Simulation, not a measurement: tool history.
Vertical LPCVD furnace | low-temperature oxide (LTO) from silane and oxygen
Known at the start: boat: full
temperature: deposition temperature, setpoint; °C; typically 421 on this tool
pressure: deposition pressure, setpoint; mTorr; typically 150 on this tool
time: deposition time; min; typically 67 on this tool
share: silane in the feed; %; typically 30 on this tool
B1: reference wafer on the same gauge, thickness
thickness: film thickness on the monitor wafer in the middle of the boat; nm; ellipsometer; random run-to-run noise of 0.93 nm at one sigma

run 1 day=0 | temperature=425 pressure=130 time=67 share=30 | B1=283.83 | thickness=308.79
run 2 day=1.075 | temperature=425 pressure=130 time=67 share=30 | B1=284.1 | thickness=309.43
run 3 day=2.467 | temperature=421 pressure=165 time=67 share=30 | B1=284.05 | thickness=375.29
run 4 day=3.283 | temperature=421 pressure=165 time=67 share=30 | B1=284.07 | thickness=374.41
run 5 day=4.296 | temperature=421 pressure=150 time=67 share=30 | B1=284.11 | thickness=340.56
run 6 day=5.612 | temperature=421 pressure=150 time=67 share=30 | B1=283.9 | thickness=339.51
run 7 day=6.442 | temperature=421 pressure=150 time=67 share=30 | B1=284.03 | thickness=341.24
run 8 day=7.825 | temperature=417 pressure=150 time=67 share=30 | B1=283.99 | thickness=328.15
run 9 day=8.862 | temperature=417 pressure=150 time=67 share=30 | B1=284.19 | thickness=328.24
run 10 day=9.904 | temperature=417 pressure=150 time=67 share=30 | B1=283.9 | thickness=315.78
run 11 day=10.379 | temperature=421 pressure=150 time=67 share=30 | B1=283.99 | thickness=329.79
run 12 day=12.112 | temperature=421 pressure=150 time=67 share=30 | B1=284.01 | thickness=330.11
run 13 day=12.308 | temperature=421 pressure=150 time=67 share=30 | B1=284.14 | thickness=330.38
run 14 day=14.804 | temperature=421 pressure=170 time=49.5 share=33 | B1=283.93 | thickness=315.11
run 15 day=15.258 | temperature=421 pressure=150 time=83.5 share=30 | B1=284.04 | thickness=411.91
run 16 day=15.829 | temperature=413 pressure=165 time=46 share=27 | B1=284.09 | thickness=195.38
run 17 day=16.712 | temperature=421 pressure=180 time=67 share=32 | B1=283.88 | thickness=431.96
run 18 day=17.683 | temperature=413 pressure=135 time=67 share=30 | B1=284.03 | thickness=272.66
run 19 day=19.129 | temperature=421 pressure=150 time=67 share=30 | B1=284.01 | thickness=331.1
run 20 day=20.621 | temperature=428 pressure=170 time=50.5 share=30 | B1=284.06 | thickness=304.59
run 21 day=21.3 | temperature=428 pressure=150 time=67 share=30 | B1=284.15 | thickness=357.59
run 22 day=21.962 | temperature=421 pressure=150 time=67 share=26 | B1=284.02 | thickness=269.1
run 23 day=23.171 | temperature=413 pressure=165 time=46 share=27 | B1=284.11 | thickness=195.48
run 24 day=24.167 | temperature=421 pressure=150 time=75.5 share=30 | B1=284.26 | thickness=372.25
run 25 day=25.529 | temperature=421 pressure=135 time=67 share=30 | B1=283.97 | thickness=298.25
run 26 day=26.388 | temperature=412 pressure=150 time=67 share=30 | B1=284.11 | thickness=297.98
run 27 day=27.538 | temperature=432 pressure=135 time=56 share=33 | B1=283.81 | thickness=318.76

Withheld: 4 entries from between the runs. Position of each, and hidden state at the listed run before versus the listed run after:
Run 9 -> run 10: pressure gauge zeroed (day 9.883)
  true pressure minus gauge reading, mTorr: 6.42 -> 0.789
  difference, measured minus the result without the unlogged condition, thickness: +13.48 -> +1.66 nm
Run 11 -> run 12: thermocouples replaced and temperature profile calibrated (day 12.092)
  true pressure minus gauge reading, mTorr: 0.789 -> 0.793
  difference, measured minus the result without the unlogged condition, thickness: +1.73 -> +1.74 nm
Run 13 -> run 14: gauge calibrated (day 12.583); silane flow controller replaced (day 14.783)
  true pressure minus gauge reading, mTorr: 0.794 -> 0.809
  difference, measured minus the result without the unlogged condition, thickness: +1.74 -> +1.5 nm

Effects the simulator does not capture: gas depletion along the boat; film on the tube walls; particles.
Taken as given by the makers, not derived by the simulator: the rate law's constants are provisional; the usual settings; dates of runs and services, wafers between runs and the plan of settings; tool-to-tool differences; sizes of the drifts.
